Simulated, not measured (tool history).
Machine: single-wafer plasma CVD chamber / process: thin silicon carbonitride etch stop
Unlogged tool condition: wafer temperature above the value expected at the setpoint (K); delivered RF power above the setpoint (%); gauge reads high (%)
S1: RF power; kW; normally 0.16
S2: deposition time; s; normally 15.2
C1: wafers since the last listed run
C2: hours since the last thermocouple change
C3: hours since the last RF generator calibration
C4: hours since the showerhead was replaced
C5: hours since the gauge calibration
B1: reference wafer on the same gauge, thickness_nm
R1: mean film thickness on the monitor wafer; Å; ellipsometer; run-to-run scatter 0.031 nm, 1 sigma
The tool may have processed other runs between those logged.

run	hour	S1	S2	C1	C2	C3	C4	C5	B1	R1
1	0	0.16	13.2	0	812	440.9	3792.6	69.3	5.861	62.01
2	51.3	0.16	13.2	978	863.3	492.2	3843.9	120.6	5.876	61.64
3	117.2	0.16	15.2	1256	929.2	558.1	3909.8	186.5	5.871	71.06
4	178.2	0.16	15.2	1163	990.2	619.1	3970.8	247.5	5.864	70.56
5	249.8	0.16	15.2	1365	1061.8	690.7	4042.4	319.1	5.876	70.76
6	274.4	0.16	15.2	469	1086.4	715.3	4067	343.7	5.87	71
7	330.7	0.16	15.2	1073	1142.7	771.6	4123.3	400	5.871	70.98
8	398.6	0.16	15.2	1294	1210.6	839.5	4191.2	467.9	5.872	70.7
9	441.3	0.16	15.2	814	1253.3	882.2	4233.9	510.6	5.87	70.15
10	618.4	0.16	15.2	3377	1430.4	1059.3	4411	687.7	5.862	70.57
11	649.3	0.185	15.2	589	1461.3	1090.2	4441.9	718.6	5.873	73.75
12	716.1	0.185	15.2	1274	1528.1	1157	4508.7	785.4	5.866	73.41
13	752.9	0.16	16.3	701	1564.9	1193.8	4545.5	822.2	5.865	75.43
14	793.3	0.16	15.2	770	1605.3	1234.2	4585.9	862.6	5.875	69.88
# hour 815.8: showerhead replaced
# hour 831.1: RF generator calibrated
15	843.9	0.145	15.2	659	1655.9	12.8	28.1	913.2	5.872	67.47
# hour 880.3: thermocouple changed; heater temperature recalibrated
16	899	0.16	17.9	898	18.7	67.9	83.2	968.3	5.867	82.14
17	943.5	0.18	15.2	848	63.2	112.4	127.7	1012.8	5.869	72.18
18	987.1	0.185	13	831	106.8	156	171.3	1056.4	5.864	62.53
19	1036.3	0.19	12.5	938	156	205.2	220.5	1105.6	5.88	60.3
# hour 1071.4: gauge calibrated
# hour 1185: RF generator calibrated, repeated, since the last time left the tool worse
20	1205.3	0.145	13.9	3070	325	20.3	389.5	133.9	5.88	62.96
21	1244.7	0.16	13.2	751	364.4	59.7	428.9	173.3	5.874	61.88
22	1295.1	0.13	16.9	961	414.8	110.1	479.3	223.7	5.866	73.74
23	1355.6	0.145	12.6	1153	475.3	170.6	539.8	284.2	5.861	57.37
24	1427.1	0.175	15.2	1363	546.8	242.1	611.3	355.7	5.866	72.93
25	1472.9	0.16	13.1	873	592.6	287.9	657.1	401.5	5.868	61.54
26	1527.1	0.14	16.3	1033	646.8	342.1	711.3	455.7	5.872	73

What if the next run were any one of these 4? Each begins from the tool's condition after run 26:
A	1527.5	0.16	15.2	7	647.2	342.5	711.7	456.1	?	?
B	1527.5	0.19	13.2	7	647.2	342.5	711.7	456.1	?	?
C	1527.5	0.19	16.8	7	647.2	342.5	711.7	456.1	?	?
D	1527.5	0.17	17.7	7	647.2	342.5	711.7	456.1	?	?

run	B1	R1
A	5.87	71.32
B	5.87	65.42
C	5.87	83.26
D	5.87	84.67
Take away the tool's hidden state, keep each run's random variation, and the runs would have read:
run	R1
A	71.64
B	65.72
C	83.64
D	85.06

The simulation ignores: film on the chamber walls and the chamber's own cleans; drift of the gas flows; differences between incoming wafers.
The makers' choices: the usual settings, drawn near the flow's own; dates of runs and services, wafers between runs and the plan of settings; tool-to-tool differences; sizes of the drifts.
